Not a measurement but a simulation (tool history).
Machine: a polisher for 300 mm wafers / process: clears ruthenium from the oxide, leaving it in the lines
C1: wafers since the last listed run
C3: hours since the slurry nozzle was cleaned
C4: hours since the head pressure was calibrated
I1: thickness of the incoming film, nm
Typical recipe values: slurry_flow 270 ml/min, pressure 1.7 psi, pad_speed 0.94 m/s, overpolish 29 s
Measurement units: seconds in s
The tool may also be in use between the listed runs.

{"run": 1, "hour": 0.0, "slurry_flow": 270, "pressure": 1.7, "pad_speed": 0.94, "overpolish": 29, "C1": 0, "wafers polished on this pad": 640, "C3": 44.3, "C4": 458.2, "I1": 109.5, "seconds": 129}
{"run": 2, "hour": 16.9, "slurry_flow": 270, "pressure": 1.7, "pad_speed": 0.94, "overpolish": 29, "C1": 133, "wafers polished on this pad": 773, "C3": 61.2, "C4": 475.1, "I1": 110.3, "seconds": 128.1}
{"hour": 44.3, "done": "worn pad replaced by a new one"}
{"run": 3, "hour": 55.5, "slurry_flow": 335, "pressure": 1.7, "pad_speed": 0.94, "overpolish": 29, "C1": 273, "wafers polished on this pad": 88, "C3": 99.8, "C4": 513.7, "I1": 109.8, "seconds": 123.9}
{"run": 4, "hour": 68.5, "slurry_flow": 270, "pressure": 1.5, "pad_speed": 1.14, "overpolish": 29, "C1": 102, "wafers polished on this pad": 191, "C3": 112.8, "C4": 526.7, "I1": 110.9, "seconds": 120.6}
{"run": 5, "hour": 81.3, "slurry_flow": 270, "pressure": 1.7, "pad_speed": 0.94, "overpolish": 29, "C1": 101, "wafers polished on this pad": 292, "C3": 125.6, "C4": 539.5, "I1": 109.5, "seconds": 130.2}
{"run": 6, "hour": 91.7, "slurry_flow": 270, "pressure": 1.7, "pad_speed": 0.94, "overpolish": 29, "C1": 82, "wafers polished on this pad": 375, "C3": 136, "C4": 549.9, "I1": 110.8, "seconds": 129.9}
{"run": 7, "hour": 100.9, "slurry_flow": 270, "pressure": 1.7, "pad_speed": 0.94, "overpolish": 29, "C1": 72, "wafers polished on this pad": 447, "C3": 145.2, "C4": 559.1, "I1": 110.7, "seconds": 128.2}
{"run": 8, "hour": 116.0, "slurry_flow": 270, "pressure": 1.7, "pad_speed": 0.94, "overpolish": 29, "C1": 119, "wafers polished on this pad": 567, "C3": 160.3, "C4": 574.2, "I1": 108.3, "seconds": 124.6}
{"run": 9, "hour": 136.3, "slurry_flow": 270, "pressure": 1.7, "pad_speed": 0.94, "overpolish": 29, "C1": 160, "wafers polished on this pad": 727, "C3": 180.6, "C4": 594.5, "I1": 110.6, "seconds": 130.3}
{"run": 10, "hour": 146.5, "slurry_flow": 270, "pressure": 1.7, "pad_speed": 0.94, "overpolish": 29, "C1": 80, "wafers polished on this pad": 808, "C3": 190.8, "C4": 604.7, "I1": 109.6, "seconds": 129.8}
{"run": 11, "hour": 154.4, "slurry_flow": 270, "pressure": 1.7, "pad_speed": 0.94, "overpolish": 29, "C1": 62, "wafers polished on this pad": 870, "C3": 198.7, "C4": 612.6, "I1": 110, "seconds": 131.4}
{"hour": 165.8, "done": "worn pad replaced by a new one"}
{"run": 12, "hour": 166.3, "slurry_flow": 270, "pressure": 1.7, "pad_speed": 0.94, "overpolish": 29, "C1": 62, "wafers polished on this pad": 4, "C3": 210.6, "C4": 624.5, "I1": 109.7, "seconds": 127.6}
{"run": 13, "hour": 182.4, "slurry_flow": 270, "pressure": 1.7, "pad_speed": 0.94, "overpolish": 29, "C1": 127, "wafers polished on this pad": 131, "C3": 226.7, "C4": 640.6, "I1": 112, "seconds": 136.3}
{"hour": 189.2, "done": "slurry nozzle cleaned"}
{"run": 14, "hour": 191.9, "slurry_flow": 270, "pressure": 1.7, "pad_speed": 0.94, "overpolish": 29, "C1": 67, "wafers polished on this pad": 198, "C3": 2.7, "C4": 650.1, "I1": 111.4, "seconds": 133.7}
{"run": 15, "hour": 206.0, "slurry_flow": 270, "pressure": 1.7, "pad_speed": 0.76, "overpolish": 21, "C1": 111, "wafers polished on this pad": 310, "C3": 16.8, "C4": 664.2, "I1": 111.2, "seconds": 162.2}
{"run": 16, "hour": 222.0, "slurry_flow": 270, "pressure": 1.1, "pad_speed": 0.94, "overpolish": 46, "C1": 126, "wafers polished on this pad": 436, "C3": 32.8, "C4": 680.2, "I1": 108.2, "seconds": 192.5}
{"run": 17, "hour": 234.0, "slurry_flow": 310, "pressure": 1.5, "pad_speed": 1.06, "overpolish": 22, "C1": 94, "wafers polished on this pad": 531, "C3": 44.8, "C4": 692.2, "I1": 110.2, "seconds": 125}
{"run": 18, "hour": 240.7, "slurry_flow": 270, "pressure": 1.7, "pad_speed": 0.64, "overpolish": 24, "C1": 52, "wafers polished on this pad": 584, "C3": 51.5, "C4": 698.9, "I1": 111.1, "seconds": 189.8}
{"run": 19, "hour": 264.5, "slurry_flow": 345, "pressure": 2.1, "pad_speed": 1.2, "overpolish": 20, "C1": 188, "wafers polished on this pad": 772, "C3": 75.3, "C4": 722.7, "I1": 110, "seconds": 78.2}
{"run": 20, "hour": 279.5, "slurry_flow": 270, "pressure": 1.7, "pad_speed": 0.94, "overpolish": 15, "C1": 118, "wafers polished on this pad": 891, "C3": 90.3, "C4": 737.7, "I1": 112, "seconds": 130.5}
{"hour": 295.6, "done": "worn pad replaced by a new one"}
{"run": 21, "hour": 296.1, "slurry_flow": 270, "pressure": 1.4, "pad_speed": 0.62, "overpolish": 43, "C1": 99, "wafers polished on this pad": 4, "C3": 106.9, "C4": 754.3, "I1": 111.5, "seconds": 242.1}
{"run": 22, "hour": 309.9, "slurry_flow": 270, "pressure": 1.7, "pad_speed": 0.94, "overpolish": 29, "C1": 109, "wafers polished on this pad": 113, "C3": 120.7, "C4": 768.1, "I1": 110.2, "seconds": 130.4}
{"run": 23, "hour": 319.6, "slurry_flow": 300, "pressure": 1.3, "pad_speed": 0.94, "overpolish": 46, "C1": 76, "wafers polished on this pad": 190, "C3": 130.4, "C4": 777.8, "I1": 110.9, "seconds": 166.2}
{"hour": 330.7, "done": "head pressure recalibrated"}
{"run": 24, "hour": 360.8, "slurry_flow": 270, "pressure": 1.7, "pad_speed": 0.94, "overpolish": 29, "C1": 309, "wafers polished on this pad": 500, "C3": 171.6, "C4": 30.1, "I1": 108.4, "seconds": 129.6}
{"run": 25, "hour": 376.9, "slurry_flow": 195, "pressure": 1.4, "pad_speed": 0.94, "overpolish": 29, "C1": 127, "wafers polished on this pad": 627, "C3": 187.7, "C4": 46.2, "I1": 108.2, "seconds": 162.5}
{"run": 26, "hour": 391.0, "slurry_flow": 330, "pressure": 2.3, "pad_speed": 0.94, "overpolish": 39, "C1": 111, "wafers polished on this pad": 738, "C3": 201.8, "C4": 60.3, "I1": 110.4, "seconds": 93.4}
{"run": 27, "hour": 401.9, "slurry_flow": 270, "pressure": 1.7, "pad_speed": 1.14, "overpolish": 37, "C1": 86, "wafers polished on this pad": 825, "C3": 212.7, "C4": 71.2, "I1": 109.8, "seconds": 103.8}
{"hour": 405.7, "done": "slurry nozzle cleaned"}
{"run": 28, "hour": 417.2, "slurry_flow": 270, "pressure": 1.7, "pad_speed": 0.94, "overpolish": 29, "C1": 113, "wafers polished on this pad": 938, "C3": 11.5, "C4": 86.5, "I1": 108.8, "seconds": 124.8}
{"run": 29, "hour": 428.2, "slurry_flow": 270, "pressure": 1.7, "pad_speed": 0.94, "overpolish": 29, "C1": 86, "wafers polished on this pad": 1025, "C3": 22.5, "C4": 97.5, "I1": 111.2, "seconds": 128.3}

Each row is a separate what-if for the run after 29, all from the same tool condition, not one after another. Results?
{"run": "A", "hour": 428.7, "slurry_flow": 270, "pressure": 1.7, "pad_speed": 0.94, "overpolish": 29, "C1": 3, "wafers polished on this pad": 1029, "C3": 23, "C4": 98, "I1": 110.1, "seconds": "?"}
{"run": "B", "hour": 428.7, "slurry_flow": 210, "pressure": 1.2, "pad_speed": 1.04, "overpolish": 41, "C1": 3, "wafers polished on this pad": 1029, "C3": 23, "C4": 98, "I1": 110.1, "seconds": "?"}
{"run": "C", "hour": 428.7, "slurry_flow": 270, "pressure": 1.2, "pad_speed": 0.68, "overpolish": 29, "C1": 3, "wafers polished on this pad": 1029, "C3": 23, "C4": 98, "I1": 110.1, "seconds": "?"}

run=A seconds=130.4
run=B seconds=172.1
run=C seconds=255.4
Without the tool's unlogged condition, the same runs would have read:
run=A seconds=130.4
run=B seconds=172.1
run=C seconds=255.4

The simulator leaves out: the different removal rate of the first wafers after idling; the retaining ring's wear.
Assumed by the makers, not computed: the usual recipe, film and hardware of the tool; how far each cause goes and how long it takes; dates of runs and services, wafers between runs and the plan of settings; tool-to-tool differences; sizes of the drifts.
